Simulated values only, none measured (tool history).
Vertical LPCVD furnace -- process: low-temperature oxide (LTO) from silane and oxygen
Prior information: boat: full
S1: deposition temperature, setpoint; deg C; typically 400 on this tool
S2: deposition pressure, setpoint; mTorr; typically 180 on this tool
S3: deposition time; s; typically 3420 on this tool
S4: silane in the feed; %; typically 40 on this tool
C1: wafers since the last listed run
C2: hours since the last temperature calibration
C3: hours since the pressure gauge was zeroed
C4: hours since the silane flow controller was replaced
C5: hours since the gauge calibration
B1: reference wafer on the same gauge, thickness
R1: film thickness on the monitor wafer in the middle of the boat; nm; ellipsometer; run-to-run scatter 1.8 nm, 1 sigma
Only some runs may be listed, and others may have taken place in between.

{"run": 1, "hour": 0.0, "S1": 395, "S2": 150, "S3": 3420, "S4": 40, "C1": 0, "C2": 2215.9, "C3": 3727.0, "C4": 5299.6, "C5": 153.0, "B1": 352.83, "R1": 328.54}
{"run": 2, "hour": 46.9, "S1": 395, "S2": 150, "S3": 3420, "S4": 40, "C1": 451, "C2": 2262.8, "C3": 3773.9, "C4": 5346.5, "C5": 199.9, "B1": 352.52, "R1": 327.34}
{"run": 3, "hour": 147.6, "S1": 409, "S2": 180, "S3": 3420, "S4": 40, "C1": 968, "C2": 2363.5, "C3": 3874.6, "C4": 5447.2, "C5": 300.6, "B1": 353.47, "R1": 460.64}
{"run": 4, "hour": 187.3, "S1": 409, "S2": 180, "S3": 3420, "S4": 40, "C1": 381, "C2": 2403.2, "C3": 3914.3, "C4": 5486.9, "C5": 340.3, "B1": 352.59, "R1": 462.17}
{"run": 5, "hour": 285.1, "S1": 400, "S2": 180, "S3": 3420, "S4": 43, "C1": 940, "C2": 2501.0, "C3": 4012.1, "C4": 5584.7, "C5": 438.1, "B1": 352.33, "R1": 454.21}
{"run": 6, "hour": 367.0, "S1": 400, "S2": 180, "S3": 3420, "S4": 43, "C1": 787, "C2": 2582.9, "C3": 4094.0, "C4": 5666.6, "C5": 520.0, "B1": 352.16, "R1": 450.58}
{"run": 7, "hour": 426.9, "S1": 400, "S2": 180, "S3": 3420, "S4": 43, "C1": 576, "C2": 2642.8, "C3": 4153.9, "C4": 5726.5, "C5": 579.9, "B1": 353.0, "R1": 455.13}
{"run": 8, "hour": 528.3, "S1": 400, "S2": 180, "S3": 3420, "S4": 40, "C1": 975, "C2": 2744.2, "C3": 4255.3, "C4": 5827.9, "C5": 681.3, "B1": 352.86, "R1": 418.87}
{"run": 9, "hour": 569.4, "S1": 400, "S2": 180, "S3": 3420, "S4": 40, "C1": 395, "C2": 2785.3, "C3": 4296.4, "C4": 5869.0, "C5": 722.4, "B1": 352.62, "R1": 421.73}
{"run": 10, "hour": 664.2, "S1": 400, "S2": 180, "S3": 3420, "S4": 40, "C1": 911, "C2": 2880.1, "C3": 4391.2, "C4": 5963.8, "C5": 817.2, "B1": 352.99, "R1": 422.62}
{"run": 11, "hour": 757.9, "S1": 400, "S2": 180, "S3": 3420, "S4": 40, "C1": 901, "C2": 2973.8, "C3": 4484.9, "C4": 6057.5, "C5": 910.9, "B1": 353.47, "R1": 423.2}
{"run": 12, "hour": 806.8, "S1": 396, "S2": 180, "S3": 3420, "S4": 40, "C1": 470, "C2": 3022.7, "C3": 4533.8, "C4": 6106.4, "C5": 959.8, "B1": 352.67, "R1": 403.6}
{"run": 13, "hour": 887.2, "S1": 396, "S2": 180, "S3": 3420, "S4": 40, "C1": 773, "C2": 3103.1, "C3": 4614.2, "C4": 6186.8, "C5": 1040.2, "B1": 352.72, "R1": 399.36}
{"hour": 932.4, "done": "pressure gauge zeroed"}
{"run": 14, "hour": 932.9, "S1": 400, "S2": 180, "S3": 3420, "S4": 40, "C1": 208, "C2": 3148.8, "C3": 0.5, "C4": 6232.5, "C5": 1085.9, "B1": 352.85, "R1": 420.53}
{"run": 15, "hour": 1011.2, "S1": 409, "S2": 180, "S3": 3420, "S4": 40, "C1": 753, "C2": 3227.1, "C3": 78.8, "C4": 6310.8, "C5": 1164.2, "B1": 353.13, "R1": 460.03}
{"run": 16, "hour": 1088.2, "S1": 397, "S2": 195, "S3": 4530, "S4": 47, "C1": 740, "C2": 3304.1, "C3": 155.8, "C4": 6387.8, "C5": 1241.2, "B1": 353.08, "R1": 696.1}
{"run": 17, "hour": 1134.9, "S1": 400, "S2": 180, "S3": 3420, "S4": 43, "C1": 449, "C2": 3350.8, "C3": 202.5, "C4": 6434.5, "C5": 1287.9, "B1": 352.76, "R1": 458.37}
{"run": 18, "hour": 1219.7, "S1": 400, "S2": 160, "S3": 3420, "S4": 37, "C1": 815, "C2": 3435.6, "C3": 287.3, "C4": 6519.3, "C5": 1372.7, "B1": 352.78, "R1": 343.29}
{"run": 19, "hour": 1316.0, "S1": 391, "S2": 165, "S3": 4320, "S4": 47, "C1": 926, "C2": 3531.9, "C3": 383.6, "C4": 6615.6, "C5": 1469.0, "B1": 352.76, "R1": 530.83}
{"hour": 1344.1, "done": "silane flow controller replaced"}
{"run": 20, "hour": 1370.2, "S1": 409, "S2": 180, "S3": 3420, "S4": 40, "C1": 290, "C2": 3586.1, "C3": 437.8, "C4": 26.1, "C5": 1523.2, "B1": 353.11, "R1": 466.98}
{"run": 21, "hour": 1428.2, "S1": 400, "S2": 210, "S3": 3420, "S4": 40, "C1": 557, "C2": 3644.1, "C3": 495.8, "C4": 84.1, "C5": 1581.2, "B1": 352.72, "R1": 495.38}
{"run": 22, "hour": 1529.5, "S1": 411, "S2": 180, "S3": 3420, "S4": 40, "C1": 974, "C2": 3745.4, "C3": 597.1, "C4": 185.4, "C5": 1682.5, "B1": 352.98, "R1": 477.72}
{"hour": 1595.6, "done": "gauge calibrated"}
{"hour": 1603.2, "done": "thermocouples replaced and temperature profile calibrated"}
{"run": 23, "hour": 1632.5, "S1": 400, "S2": 180, "S3": 3420, "S4": 40, "C1": 759, "C2": 29.3, "C3": 700.1, "C4": 288.4, "C5": 36.9, "B1": 353.59, "R1": 402.36}
{"run": 24, "hour": 1709.0, "S1": 407, "S2": 220, "S3": 3420, "S4": 40, "C1": 735, "C2": 105.8, "C3": 776.6, "C4": 364.9, "C5": 113.4, "B1": 352.99, "R1": 532.73}
{"run": 25, "hour": 1775.4, "S1": 400, "S2": 180, "S3": 3420, "S4": 40, "C1": 638, "C2": 172.2, "C3": 843.0, "C4": 431.3, "C5": 179.8, "B1": 352.48, "R1": 403.99}
{"run": 26, "hour": 1875.7, "S1": 400, "S2": 180, "S3": 3420, "S4": 35, "C1": 964, "C2": 272.5, "C3": 943.3, "C4": 531.6, "C5": 280.1, "B1": 353.74, "R1": 345.32}
{"run": 27, "hour": 1929.1, "S1": 400, "S2": 180, "S3": 3420, "S4": 47, "C1": 513, "C2": 325.9, "C3": 996.7, "C4": 585.0, "C5": 333.5, "B1": 353.36, "R1": 480.87}
{"run": 28, "hour": 1965.7, "S1": 407, "S2": 220, "S3": 3420, "S4": 40, "C1": 352, "C2": 362.5, "C3": 1033.3, "C4": 621.6, "C5": 370.1, "B1": 353.41, "R1": 534.6}
{"run": 29, "hour": 2035.1, "S1": 392, "S2": 200, "S3": 4110, "S4": 40, "C1": 667, "C2": 431.9, "C3": 1102.7, "C4": 691.0, "C5": 439.5, "B1": 352.29, "R1": 496.62}

3 ways to go on from here, each from the tool as it stands after run 29. What would each give?
{"run": "A", "hour": 2039.6, "S1": 400, "S2": 180, "S3": 3420, "S4": 40, "C1": 43, "C2": 436.4, "C3": 1107.2, "C4": 695.5, "C5": 444.0, "B1": "?", "R1": "?"}
{"run": "B", "hour": 2039.6, "S1": 411, "S2": 165, "S3": 2280, "S4": 37, "C1": 43, "C2": 436.4, "C3": 1107.2, "C4": 695.5, "C5": 444.0, "B1": "?", "R1": "?"}
{"run": "C", "hour": 2039.6, "S1": 400, "S2": 180, "S3": 3960, "S4": 40, "C1": 43, "C2": 436.4, "C3": 1107.2, "C4": 695.5, "C5": 444.0, "B1": "?", "R1": "?"}

run=A B1=352.26 R1=407.38
run=B B1=352.26 R1=255.26
run=C B1=352.26 R1=471.70
Take away the tool's hidden state, keep each run's random variation, and the runs would have read:
run=A R1=404.73
run=B R1=253.63
run=C R1=468.63

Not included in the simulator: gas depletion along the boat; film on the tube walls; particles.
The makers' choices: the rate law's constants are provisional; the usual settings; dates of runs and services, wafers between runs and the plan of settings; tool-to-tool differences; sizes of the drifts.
